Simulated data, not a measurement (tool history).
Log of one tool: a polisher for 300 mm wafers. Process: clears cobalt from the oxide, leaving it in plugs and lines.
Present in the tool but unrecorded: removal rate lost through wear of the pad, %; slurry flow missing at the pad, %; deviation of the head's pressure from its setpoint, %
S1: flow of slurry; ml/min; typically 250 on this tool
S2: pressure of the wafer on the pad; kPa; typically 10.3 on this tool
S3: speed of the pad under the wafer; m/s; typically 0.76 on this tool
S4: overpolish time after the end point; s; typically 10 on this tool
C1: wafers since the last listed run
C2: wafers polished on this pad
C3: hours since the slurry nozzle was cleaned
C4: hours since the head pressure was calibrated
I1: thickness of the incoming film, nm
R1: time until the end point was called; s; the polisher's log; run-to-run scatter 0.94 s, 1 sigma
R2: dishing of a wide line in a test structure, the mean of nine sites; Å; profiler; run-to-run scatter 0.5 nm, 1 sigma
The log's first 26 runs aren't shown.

{"run": 27, "hour": 298.1, "S1": 160, "S2": 10.3, "S3": 0.76, "S4": 10, "C1": 176, "C2": 415, "C3": 163.0, "C4": 117.4, "I1": 227.8, "R1": 94.8, "R2": 204}
{"run": 28, "hour": 306.6, "S1": 250, "S2": 10.3, "S3": 0.76, "S4": 10, "C1": 104, "C2": 520, "C3": 171.5, "C4": 125.9, "I1": 224.4, "R1": 89.5, "R2": 207}
{"run": 29, "hour": 358.8, "S1": 200, "S2": 10.3, "S3": 0.98, "S4": 10, "C1": 643, "C2": 1163, "C3": 223.7, "C4": 178.1, "I1": 226.8, "R1": 79.0, "R2": 238}
{"run": 30, "hour": 366.0, "S1": 250, "S2": 11.7, "S3": 0.88, "S4": 10, "C1": 88, "C2": 1252, "C3": 230.9, "C4": 185.3, "I1": 223.9, "R1": 70.8, "R2": 247}
{"run": 31, "hour": 378.8, "S1": 250, "S2": 8.3, "S3": 0.76, "S4": 16, "C1": 157, "C2": 1409, "C3": 243.7, "C4": 198.1, "I1": 225.2, "R1": 111.3, "R2": 257}
{"hour": 393.3, "done": "worn pad replaced by a new one"}
{"run": 32, "hour": 393.8, "S1": 165, "S2": 10.3, "S3": 0.58, "S4": 14, "C1": 135, "C2": 5, "C3": 258.7, "C4": 213.1, "I1": 222.1, "R1": 105.4, "R2": 227}
{"run": 33, "hour": 402.1, "S1": 250, "S2": 10.3, "S3": 0.68, "S4": 10, "C1": 102, "C2": 108, "C3": 267.0, "C4": 221.4, "I1": 225.2, "R1": 97.0, "R2": 202}
{"run": 34, "hour": 414.8, "S1": 305, "S2": 10.3, "S3": 1.0, "S4": 8, "C1": 156, "C2": 264, "C3": 279.7, "C4": 234.1, "I1": 223.6, "R1": 73.1, "R2": 189}

5 options for the next run, each taken on its own from the tool as it stands now. Forecast them:
{"run": "A", "hour": 415.3, "S1": 250, "S2": 10.3, "S3": 0.62, "S4": 10, "C1": 6, "C2": 270, "C3": 280.2, "C4": 234.6, "I1": 226.1, "R1": "?", "R2": "?"}
{"run": "B", "hour": 415.3, "S1": 250, "S2": 12.4, "S3": 0.76, "S4": 10, "C1": 6, "C2": 270, "C3": 280.2, "C4": 234.6, "I1": 226.1, "R1": "?", "R2": "?"}
{"run": "C", "hour": 415.3, "S1": 250, "S2": 10.3, "S3": 0.76, "S4": 7, "C1": 6, "C2": 270, "C3": 280.2, "C4": 234.6, "I1": 226.1, "R1": "?", "R2": "?"}
{"run": "D", "hour": 415.3, "S1": 250, "S2": 7.6, "S3": 0.76, "S4": 15, "C1": 6, "C2": 270, "C3": 280.2, "C4": 234.6, "I1": 226.1, "R1": "?", "R2": "?"}
{"run": "E", "hour": 415.3, "S1": 170, "S2": 10.3, "S3": 0.92, "S4": 5, "C1": 6, "C2": 270, "C3": 280.2, "C4": 234.6, "I1": 226.1, "R1": "?", "R2": "?"}

run=A R1=100.2 R2=188
run=B R1=74.3 R2=237
run=C R1=89.1 R2=153
run=D R1=121.5 R2=223
run=E R1=81.5 R2=124
Had the tool no hidden state, the same runs would have come out as:
run=A R1=100.2 R2=188
run=B R1=74.3 R2=237
run=C R1=89.1 R2=153
run=D R1=121.5 R2=223
run=E R1=81.5 R2=124
